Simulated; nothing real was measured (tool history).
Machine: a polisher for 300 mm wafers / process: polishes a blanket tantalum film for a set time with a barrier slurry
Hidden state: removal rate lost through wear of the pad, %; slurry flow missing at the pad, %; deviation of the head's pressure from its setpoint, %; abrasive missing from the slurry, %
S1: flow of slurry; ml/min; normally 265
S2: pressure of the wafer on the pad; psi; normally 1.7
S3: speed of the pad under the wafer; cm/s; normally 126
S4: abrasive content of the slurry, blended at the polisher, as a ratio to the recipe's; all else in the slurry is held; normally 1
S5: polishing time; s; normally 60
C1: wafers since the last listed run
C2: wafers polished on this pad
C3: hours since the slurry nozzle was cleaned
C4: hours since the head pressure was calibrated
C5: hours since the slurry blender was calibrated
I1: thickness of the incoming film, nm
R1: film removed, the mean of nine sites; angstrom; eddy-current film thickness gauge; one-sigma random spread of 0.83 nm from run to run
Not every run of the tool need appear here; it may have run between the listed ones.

Run 1, hour 0: usual settings; C1 0; C2 789; C3 258; C4 644; C5 143.5; I1 306.8. Result: R1 1110 angstrom.
Run 2, hour 35.1: usual settings but S2 1.3 psi; C1 320; C2 1109; C3 293.1; C4 679.1; C5 178.6; I1 313.5. Result: R1 849 angstrom.
Run 3, hour 62.9: usual settings but S2 1.3 psi; C1 254; C2 1363; C3 320.9; C4 706.9; C5 206.4; I1 306.5. Result: R1 851 angstrom.
At hour 72.8: slurry nozzle cleaned.
Run 4, hour 109.7: usual settings but S2 1.3 psi; C1 418; C2 1782; C3 36.9; C4 753.7; C5 253.2; I1 311.5. Result: R1 855 angstrom.
Run 5, hour 156.9: usual settings but S1 220 ml/min, S5 46 s; C1 431; C2 2213; C3 84.1; C4 800.9; C5 300.4; I1 308. Result: R1 837 angstrom.
Run 6, hour 204.9: usual settings but S1 220 ml/min, S5 46 s; C1 438; C2 2652; C3 132.1; C4 848.9; C5 348.4; I1 309.1. Result: R1 843 angstrom.
Run 7, hour 255.5: usual settings but S1 220 ml/min, S5 46 s; C1 462; C2 3114; C3 182.7; C4 899.5; C5 399; I1 310. Result: R1 851 angstrom.
At hour 294.8: head pressure recalibrated.
At hour 298.9: worn pad replaced by a new one.
At hour 306.4: slurry blender recalibrated.
Run 8, hour 384.3: usual settings but S3 94 cm/s; C1 1103; C2 762; C3 311.5; C4 89.5; C5 77.9; I1 307.7. Result: R1 832 angstrom.
Run 9, hour 441.7: usual settings but S3 94 cm/s; C1 524; C2 1286; C3 368.9; C4 146.9; C5 135.3; I1 308.1. Result: R1 847 angstrom.
At hour 473.1: slurry nozzle cleaned.
Run 10, hour 483.4: usual settings but S3 94 cm/s; C1 371; C2 1658; C3 10.3; C4 188.6; C5 177; I1 308.4. Result: R1 844 angstrom.
Run 11, hour 513.8: usual settings but S2 1.8 psi; C1 277; C2 1936; C3 40.7; C4 219; C5 207.4; I1 311.4. Result: R1 1167 angstrom.
Run 12, hour 581.6: usual settings but S2 1.8 psi; C1 619; C2 2555; C3 108.5; C4 286.8; C5 275.2; I1 312.5. Result: R1 1149 angstrom.
At hour 638.1: worn pad replaced by a new one.
Run 13, hour 638.8: usual settings but S4 0.85, S5 73 s; C1 486; C2 6; C3 165.7; C4 344; C5 332.4; I1 309.1. Result: R1 1283 angstrom.
Run 14, hour 733.3: usual settings but S2 1.4 psi, S4 1.15, S5 49 s; C1 863; C2 869; C3 260.2; C4 438.5; C5 426.9; I1 313.8. Result: R1 758 angstrom.
Run 15, hour 782.5: usual settings but S5 41 s; C1 449; C2 1319; C3 309.4; C4 487.7; C5 476.1; I1 311.6. Result: R1 759 angstrom.
At hour 812.4: slurry blender recalibrated.
Run 16, hour 820.9: usual settings but S3 84 cm/s; C1 332; C2 1651; C3 347.8; C4 526.1; C5 8.5; I1 307.7. Result: R1 798 angstrom.
Run 17, hour 862: usual settings but S4 1.2, S5 40 s; C1 375; C2 2027; C3 388.9; C4 567.2; C5 49.6; I1 309.2. Result: R1 774 angstrom.
At hour 876.3: slurry nozzle cleaned.
Run 18, hour 909.3: usual settings; C1 423; C2 2450; C3 33; C4 614.5; C5 96.9; I1 303.1. Result: R1 1126 angstrom.
Run 19, hour 975.2: usual settings but S1 235 ml/min, S2 1.3 psi; C1 602; C2 3052; C3 98.9; C4 680.4; C5 162.8; I1 311.9. Result: R1 857 angstrom.
Run 20, hour 1039.8: usual settings; C1 590; C2 3642; C3 163.5; C4 745; C5 227.4; I1 314.3. Result: R1 1144 angstrom.
At hour 1063.6: worn pad replaced by a new one.
At hour 1082.1: head pressure recalibrated.
Run 21, hour 1100.6: usual settings; C1 500; C2 319; C3 224.3; C4 18.5; C5 288.2; I1 312.4. Result: R1 1063 angstrom.
Run 22, hour 1145.6: usual settings but S1 335 ml/min, S2 2.1 psi, S3 86 cm/s, S4 0.9; C1 411; C2 730; C3 269.3; C4 63.5; C5 333.2; I1 309.1. Result: R1 959 angstrom.
Run 23, hour 1180.2: usual settings but S1 185 ml/min, S2 1.2 psi; C1 316; C2 1047; C3 303.9; C4 98.1; C5 367.8; I1 307.1. Result: R1 712 angstrom.
Run 24, hour 1225.9: usual settings but S2 1.2 psi, S5 46 s; C1 417; C2 1464; C3 349.6; C4 143.8; C5 413.5; I1 309.5. Result: R1 578 angstrom.
Run 25, hour 1257.2: usual settings but S1 185 ml/min; C1 285; C2 1750; C3 380.9; C4 175.1; C5 444.8; I1 311.5. Result: R1 1017 angstrom.
At hour 1273.2: slurry nozzle cleaned.
At hour 1309.8: slurry blender recalibrated.
Run 26, hour 1324.8: usual settings but S1 305 ml/min, S3 90 cm/s, S5 49 s; C1 590; C2 2340; C3 51.6; C4 242.7; C5 15; I1 306.9. Result: R1 672 angstrom.
Run 27, hour 1370.9: usual settings; C1 421; C2 2762; C3 97.7; C4 288.8; C5 61.1; I1 312. Result: R1 1083 angstrom.
Run 28, hour 1437.6: usual settings but S2 1.3 psi; C1 609; C2 3371; C3 164.4; C4 355.5; C5 127.8; I1 304. Result: R1 844 angstrom.
At hour 1458.2: worn pad replaced by a new one.
Run 29, hour 1480.8: usual settings but S1 325 ml/min, S2 1.1 psi, S3 144 cm/s; C1 358; C2 206; C3 207.6; C4 398.7; C5 171; I1 313. Result: R1 811 angstrom.
Run 30, hour 1521: usual settings but S1 305 ml/min, S3 90 cm/s, S5 49 s; C1 367; C2 573; C3 247.8; C4 438.9; C5 211.2; I1 308.2. Result: R1 690 angstrom.

Predict each of these 4 candidate next runs independently; none follows another, all start after run 30:
Run A, hour 1521.4: usual settings; C1 3; C2 577; C3 248.2; C4 439.3; C5 211.6; I1 309.3. Result: R1 ?.
Run B, hour 1521.4: usual settings but S5 76 s; C1 3; C2 577; C3 248.2; C4 439.3; C5 211.6; I1 309.3. Result: R1 ?.
Run C, hour 1521.4: usual settings but S3 154 cm/s; C1 3; C2 577; C3 248.2; C4 439.3; C5 211.6; I1 309.3. Result: R1 ?.
Run D, hour 1521.4: usual settings but S1 225 ml/min, S2 1.4 psi, S3 156 cm/s, S4 0.7; C1 3; C2 577; C3 248.2; C4 439.3; C5 211.6; I1 309.3. Result: R1 ?.

run    R1
  A  1109
  B  1405
  C  1323
  D  1008
Had the tool no hidden state, the same runs would have come out as:
run    R1
  A  1064
  B  1348
  C  1269
  D   966
